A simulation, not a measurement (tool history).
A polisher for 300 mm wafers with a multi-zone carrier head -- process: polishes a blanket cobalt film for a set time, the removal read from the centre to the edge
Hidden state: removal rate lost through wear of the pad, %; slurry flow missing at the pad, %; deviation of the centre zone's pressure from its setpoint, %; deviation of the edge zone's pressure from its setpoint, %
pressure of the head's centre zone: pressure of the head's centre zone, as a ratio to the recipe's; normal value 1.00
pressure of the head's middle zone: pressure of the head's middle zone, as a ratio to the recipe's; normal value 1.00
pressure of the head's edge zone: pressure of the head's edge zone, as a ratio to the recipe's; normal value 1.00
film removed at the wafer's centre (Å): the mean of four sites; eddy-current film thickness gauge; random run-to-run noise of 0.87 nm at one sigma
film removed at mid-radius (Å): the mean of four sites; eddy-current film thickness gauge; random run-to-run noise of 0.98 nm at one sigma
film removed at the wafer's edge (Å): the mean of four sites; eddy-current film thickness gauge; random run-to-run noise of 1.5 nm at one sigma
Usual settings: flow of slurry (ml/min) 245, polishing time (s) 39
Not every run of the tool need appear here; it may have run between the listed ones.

run     day  flow of slurry (ml/min)  pressure of the head's centre zone  pressure of the head's middle zone  pressure of the head's edge zone  polishing time (s)  wafers since the last listed run  wafers polished on this pad  hours since the slurry nozzle was cleaned  hours since the centre zone pressure was calibrated  hours since the edge zone pressure was calibrated  hours since the carrier head's membrane was replaced  incoming thickness of the incoming film, nm  film removed at the wafer's centre (Å)  film removed at mid-radius (Å)  film removed at the wafer's edge (Å)
  1   0.000                      320                                1.00                                1.09                              1.00                  43                                 0                         1427                                      510.7                                                233.1                                              535.2                                                 749.8                                        985.4                                    1393                            1524                                  1414
      0.042  -- slurry nozzle cleaned
  2   2.925                      245                                0.89                                1.00                              0.90                  39                               401                         1829                                       69.2                                                303.3                                              605.4                                                 820.0                                        997.0                                    1129                            1281                                  1207
  3   5.133                      245                                1.08                                1.09                              1.00                  43                               307                         2136                                      122.2                                                356.3                                              658.4                                                 873.0                                        976.4                                    1419                            1472                                  1415
  4   7.350                      245                                1.00                                1.00                              1.00                  39                               308                         2445                                      175.4                                                409.5                                              711.6                                                 926.2                                        992.5                                    1210                            1299                                  1236
      8.033  -- worn pad replaced by a new one
  5   8.429                      195                                1.10                                1.05                              0.95                  39                               127                           55                                      201.3                                                435.4                                              737.5                                                 952.1                                        971.4                                    1271                            1256                                  1183
  6   9.975                      215                                1.00                                1.00                              0.96                  26                               215                          270                                      238.4                                                472.5                                              774.6                                                 989.2                                        983.1                                     804                             841                                   815
     12.288  -- centre zone pressure recalibrated
  7  12.717                      245                                1.00                                1.00                              1.00                  39                               370                          640                                      304.2                                                 10.3                                              840.4                                                1055.0                                        979.0                                    1232                            1295                                  1255
  8  14.158                      245                                0.89                                1.00                              1.05                  39                               200                          841                                      338.8                                                 44.9                                              875.0                                                1089.6                                        996.9                                    1124                            1286                                  1249
  9  16.783                      320                                1.00                                1.00                              1.00                  39                               365                         1207                                      401.8                                                107.9                                              938.0                                                1152.6                                        979.3                                    1281                            1344                                  1268
     19.196  -- edge zone pressure recalibrated
 10  19.217                      245                                1.08                                1.09                              1.00                  43                               327                         1534                                      460.2                                                166.3                                                0.5                                                1211.0                                        984.9                                    1428                            1472                                  1389
     20.938  -- slurry nozzle cleaned
 11  21.029                      245                                1.00                                1.00                              1.00                  39                               246                         1780                                        2.2                                                209.8                                               44.0                                                1254.5                                       1006.7                                    1216                            1264                                  1258
 12  23.700                      245                                1.00                                1.06                              1.09                  39                               371                         2152                                       66.3                                                273.9                                              108.1                                                1318.6                                        978.8                                    1232                            1303                                  1285
 13  25.617                      245                                1.00                                1.00                              1.00                  39                               266                         2419                                      112.3                                                319.9                                              154.1                                                1364.6                                        981.7                                    1217                            1270                                  1272

Expected results for the next run?
 14  27.983                      245                                1.00                                1.00                              1.00                  46                               329                         2749                                      169.1                                                376.7                                              210.9                                                1421.4                                        996.6                                       ?                               ?                                     ?

Run 14 measured film removed at the wafer's centre (Å) 1439, film removed at mid-radius (Å) 1492, film removed at the wafer's edge (Å) 1444.
With no hidden state in the tool, this same run would have given film removed at the wafer's centre (Å) 1439, film removed at mid-radius (Å) 1492, film removed at the wafer's edge (Å) 1444.
